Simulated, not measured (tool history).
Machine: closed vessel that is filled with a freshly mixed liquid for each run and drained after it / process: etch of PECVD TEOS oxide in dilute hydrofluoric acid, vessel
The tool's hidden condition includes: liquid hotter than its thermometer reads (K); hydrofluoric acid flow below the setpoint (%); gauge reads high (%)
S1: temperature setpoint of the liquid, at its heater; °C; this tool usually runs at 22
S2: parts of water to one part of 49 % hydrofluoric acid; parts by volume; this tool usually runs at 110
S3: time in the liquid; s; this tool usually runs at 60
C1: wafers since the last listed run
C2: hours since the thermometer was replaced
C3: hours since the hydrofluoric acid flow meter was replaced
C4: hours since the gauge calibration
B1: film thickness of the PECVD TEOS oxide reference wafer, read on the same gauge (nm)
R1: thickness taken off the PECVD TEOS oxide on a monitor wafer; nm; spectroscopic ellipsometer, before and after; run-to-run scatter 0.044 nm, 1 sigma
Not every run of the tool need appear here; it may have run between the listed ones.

Run 1, hour 0: usual settings; C1 0; C2 1945.7; C3 210.1; C4 228.4; B1 110. Result: R1 15.45 nm.
Run 2, hour 55.6: usual settings; C1 3561; C2 2001.3; C3 265.7; C4 284; B1 109.99. Result: R1 15.5 nm.
Run 3, hour 99.3: usual settings; C1 2799; C2 2045; C3 309.4; C4 327.7; B1 110.01. Result: R1 15.58 nm.
Run 4, hour 134.1: usual settings; C1 2229; C2 2079.8; C3 344.2; C4 362.5; B1 109.98. Result: R1 15.57 nm.
Run 5, hour 192.4: usual settings; C1 3734; C2 2138.1; C3 402.5; C4 420.8; B1 110.01. Result: R1 15.59 nm.
Run 6, hour 224.4: usual settings; C1 2049; C2 2170.1; C3 434.5; C4 452.8; B1 110.01. Result: R1 15.57 nm.
Run 7, hour 257.6: usual settings but S1 19.5 °C, S3 40 s; C1 2126; C2 2203.3; C3 467.7; C4 486; B1 109.98. Result: R1 9.44 nm.
Run 8, hour 318.4: usual settings but S1 19.5 °C, S3 40 s; C1 3894; C2 2264.1; C3 528.5; C4 546.8; B1 110.01. Result: R1 9.35 nm.
Run 9, hour 345.2: usual settings but S3 45 s; C1 1716; C2 2290.9; C3 555.3; C4 573.6; B1 109.98. Result: R1 11.65 nm.
Run 10, hour 473.1: usual settings but S3 45 s; C1 8193; C2 2418.8; C3 683.2; C4 701.5; B1 109.99. Result: R1 11.64 nm.
Run 11, hour 530.3: usual settings but S1 20.5 °C, S2 95 parts by volume; C1 3664; C2 2476; C3 740.4; C4 758.7; B1 109.96. Result: R1 17.29 nm.
Run 12, hour 563.3: usual settings but S1 20.5 °C, S2 95 parts by volume; C1 2114; C2 2509; C3 773.4; C4 791.7; B1 110. Result: R1 17.24 nm.
At hour 597.8: thermometer replaced.
Run 13, hour 624.8: usual settings but S1 20.5 °C, S2 95 parts by volume; C1 3875; C2 27; C3 834.9; C4 853.2; B1 109.99. Result: R1 15.86 nm.
At hour 627: hydrofluoric acid flow meter replaced.
Run 14, hour 682.1: usual settings but S1 19.5 °C, S2 135 parts by volume; C1 3606; C2 84.3; C3 55.1; C4 910.5; B1 110.03. Result: R1 10.54 nm.
Run 15, hour 748.6: usual settings but S3 45 s; C1 4260; C2 150.8; C3 121.6; C4 977; B1 110.03. Result: R1 10.97 nm.
Run 16, hour 782.3: usual settings but S1 20.5 °C, S2 80 parts by volume, S3 80 s; C1 2158; C2 184.5; C3 155.3; C4 1010.7; B1 109.98. Result: R1 26.14 nm.
Run 17, hour 830.6: usual settings but S1 19.5 °C, S2 65 parts by volume, S3 85 s; C1 3094; C2 232.8; C3 203.6; C4 1059; B1 110.01. Result: R1 33.36 nm.
Run 18, hour 915.8: usual settings but S1 26.5 °C; C1 5458; C2 318; C3 288.8; C4 1144.2; B1 110.01. Result: R1 17.42 nm.
Run 19, hour 982.7: usual settings but S2 130 parts by volume, S3 40 s; C1 4285; C2 384.9; C3 355.7; C4 1211.1; B1 110.03. Result: R1 8.09 nm.
Run 20, hour 1192.4: usual settings but S3 45 s; C1 13433; C2 594.6; C3 565.4; C4 1420.8; B1 110.02. Result: R1 10.96 nm.
At hour 1196.7: gauge calibrated.
Run 21, hour 1224.4: usual settings but S1 17.5 °C, S2 140 parts by volume, S3 40 s; C1 2049; C2 626.6; C3 597.4; C4 27.7; B1 110.02. Result: R1 6.14 nm.
Run 22, hour 1264.7: usual settings but S1 27 °C; C1 2581; C2 666.9; C3 637.7; C4 68; B1 110.04. Result: R1 17.67 nm.
Run 23, hour 1295.5: usual settings; C1 1973; C2 697.7; C3 668.5; C4 98.8; B1 109.97. Result: R1 14.73 nm.

Run 24 is up next; what results do you expect?
Run 24, hour 1356.2: usual settings but S1 17.5 °C; C1 3888; C2 758.4; C3 729.2; C4 159.5; B1 ?. Result: R1 ?.

B1: 109.93
R1: 12.19 nm
Were there no unlogged condition in the tool, this run, its random variation unchanged, would have produced R1 12.15 nm.

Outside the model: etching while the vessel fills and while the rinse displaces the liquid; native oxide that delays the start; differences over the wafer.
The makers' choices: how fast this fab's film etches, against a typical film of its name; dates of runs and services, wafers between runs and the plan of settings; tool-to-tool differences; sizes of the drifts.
